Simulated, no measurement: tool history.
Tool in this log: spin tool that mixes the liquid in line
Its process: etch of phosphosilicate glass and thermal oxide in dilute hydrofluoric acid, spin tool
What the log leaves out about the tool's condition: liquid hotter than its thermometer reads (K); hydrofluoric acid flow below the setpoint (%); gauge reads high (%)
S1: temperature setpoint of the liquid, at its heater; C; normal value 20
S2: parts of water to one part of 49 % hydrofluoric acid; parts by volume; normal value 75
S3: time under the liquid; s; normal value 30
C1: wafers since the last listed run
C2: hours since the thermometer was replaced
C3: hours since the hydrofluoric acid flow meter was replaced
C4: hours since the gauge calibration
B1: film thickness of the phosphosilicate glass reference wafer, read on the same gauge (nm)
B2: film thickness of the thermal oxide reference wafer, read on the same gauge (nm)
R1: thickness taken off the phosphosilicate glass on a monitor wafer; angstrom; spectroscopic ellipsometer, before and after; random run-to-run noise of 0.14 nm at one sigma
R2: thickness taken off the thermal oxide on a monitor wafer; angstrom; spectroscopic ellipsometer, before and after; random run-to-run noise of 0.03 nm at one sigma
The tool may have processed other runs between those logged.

run 1 hour=0 | S1=20 S2=75 S3=30 | C1=0 C2=1862.9 C3=1006.1 C4=362.1 | B1=149.99 B2=140.017 | R1=205.5 R2=14.02
run 2 hour=14.4 | S1=22.5 S2=75 S3=30 | C1=272 C2=1877.3 C3=1020.5 C4=376.5 | B1=150.05 B2=139.998 | R1=226.9 R2=16.14
run 3 hour=31.1 | S1=17 S2=75 S3=30 | C1=315 C2=1894 C3=1037.2 C4=393.2 | B1=150 B2=140.004 | R1=181.3 R2=12.75
-- hour=32.4 gauge calibrated
run 4 hour=46 | S1=17 S2=75 S3=30 | C1=281 C2=1908.9 C3=1052.1 C4=13.6 | B1=150.02 B2=139.981 | R1=180.2 R2=12.57
-- hour=50 hydrofluoric acid flow meter replaced
run 5 hour=62.8 | S1=20 S2=75 S3=30 | C1=298 C2=1925.7 C3=12.8 C4=30.4 | B1=150.02 B2=139.986 | R1=226.2 R2=15.91
-- hour=66.7 thermometer replaced
run 6 hour=78.9 | S1=20 S2=75 S3=30 | C1=285 C2=12.2 C3=28.9 C4=46.5 | B1=149.99 B2=139.998 | R1=226.8 R2=15.68
run 7 hour=85.6 | S1=23 S2=45 S3=40 | C1=126 C2=18.9 C3=35.6 C4=53.2 | B1=149.97 B2=139.964 | R1=590.1 R2=39.35
run 8 hour=92.8 | S1=20 S2=75 S3=30 | C1=136 C2=26.1 C3=42.8 C4=60.4 | B1=150.01 B2=140.011 | R1=226.8 R2=15.32
run 9 hour=103.5 | S1=20 S2=75 S3=30 | C1=202 C2=36.8 C3=53.5 C4=71.1 | B1=150.01 B2=139.978 | R1=226.5 R2=15.2
run 10 hour=114.9 | S1=17 S2=55 S3=50 | C1=215 C2=48.2 C3=64.9 C4=82.5 | B1=150 B2=140.021 | R1=460.4 R2=32.19
run 11 hour=131.3 | S1=23 S2=55 S3=45 | C1=310 C2=64.6 C3=81.3 C4=98.9 | B1=149.94 B2=139.976 | R1=529.6 R2=36.77
run 12 hour=142.9 | S1=21.5 S2=110 S3=35 | C1=219 C2=76.2 C3=92.9 C4=110.5 | B1=150.02 B2=139.995 | R1=183.5 R2=12.94
run 13 hour=159.4 | S1=23.5 S2=40 S3=50 | C1=311 C2=92.7 C3=109.4 C4=127 | B1=150.01 B2=140 | R1=842.9 R2=58.98
run 14 hour=168.1 | S1=20 S2=95 S3=40 | C1=164 C2=101.4 C3=118.1 C4=135.7 | B1=150 B2=139.998 | R1=228.9 R2=15.66
run 15 hour=179.3 | S1=20 S2=60 S3=30 | C1=211 C2=112.6 C3=129.3 C4=146.9 | B1=149.99 B2=139.998 | R1=284.3 R2=19.38
run 16 hour=195.8 | S1=20 S2=75 S3=30 | C1=311 C2=129.1 C3=145.8 C4=163.4 | B1=149.99 B2=139.987 | R1=221.7 R2=15.46
run 17 hour=213.5 | S1=17 S2=35 S3=35 | C1=334 C2=146.8 C3=163.5 C4=181.1 | B1=149.96 B2=140.008 | R1=512.1 R2=35.2
run 18 hour=219.6 | S1=17 S2=35 S3=15 | C1=115 C2=152.9 C3=169.6 C4=187.2 | B1=150 B2=139.99 | R1=220.6 R2=15.15
run 19 hour=236.8 | S1=18 S2=100 S3=25 | C1=325 C2=170.1 C3=186.8 C4=204.4 | B1=149.97 B2=140.019 | R1=124.5 R2=8.72
run 20 hour=249.6 | S1=17 S2=105 S3=30 | C1=241 C2=182.9 C3=199.6 C4=217.2 | B1=150.03 B2=140.017 | R1=136 R2=9.32
run 21 hour=255.8 | S1=20 S2=95 S3=40 | C1=117 C2=189.1 C3=205.8 C4=223.4 | B1=150 B2=139.997 | R1=226.4 R2=15.74
run 22 hour=268.2 | S1=20 S2=75 S3=40 | C1=234 C2=201.5 C3=218.2 C4=235.8 | B1=149.98 B2=140.014 | R1=294.1 R2=19.87
run 23 hour=285.6 | S1=17 S2=50 S3=45 | C1=328 C2=218.9 C3=235.6 C4=253.2 | B1=149.99 B2=140.003 | R1=450.9 R2=32.1
run 24 hour=292.4 | S1=20 S2=35 S3=30 | C1=128 C2=225.7 C3=242.4 C4=260 | B1=149.99 B2=139.996 | R1=504.3 R2=35.27
run 25 hour=307.1 | S1=24 S2=85 S3=15 | C1=277 C2=240.4 C3=257.1 C4=274.7 | B1=149.97 B2=140.008 | R1=114.6 R2=7.53
run 26 hour=320.6 | S1=20 S2=75 S3=20 | C1=255 C2=253.9 C3=270.6 C4=288.2 | B1=149.98 B2=139.99 | R1=147 R2=10.15
run 27 hour=336.9 | S1=17 S2=45 S3=30 | C1=308 C2=270.2 C3=286.9 C4=304.5 | B1=149.96 B2=140.008 | R1=335.6 R2=22.65

Take each entry between the runs: how does the hidden state at the last listed run before it differ from the hidden state at the first listed run after it?
After run 3, before run 4: gauge calibrated (hour 32.4)
  hydrofluoric acid flow below the setpoint (%): 8.88 -> 8.99
  measured result minus the result with no hidden state, R1: -19.2 -> -19.4 angstrom; R2: -1.35 -> -1.35 angstrom
After run 4, before run 5: hydrofluoric acid flow meter replaced (hour 50)
  hydrofluoric acid flow below the setpoint (%): 8.99 -> 0.5
  measured result minus the result with no hidden state, R1: -19.4 -> -1.2 angstrom; R2: -1.35 -> -0.09 angstrom
After run 5, before run 6: thermometer replaced (hour 66.7)
  hydrofluoric acid flow below the setpoint (%): 0.5 -> 0.624
  measured result minus the result with no hidden state, R1: -1.2 -> -1.6 angstrom; R2: -0.09 -> -0.1 angstrom

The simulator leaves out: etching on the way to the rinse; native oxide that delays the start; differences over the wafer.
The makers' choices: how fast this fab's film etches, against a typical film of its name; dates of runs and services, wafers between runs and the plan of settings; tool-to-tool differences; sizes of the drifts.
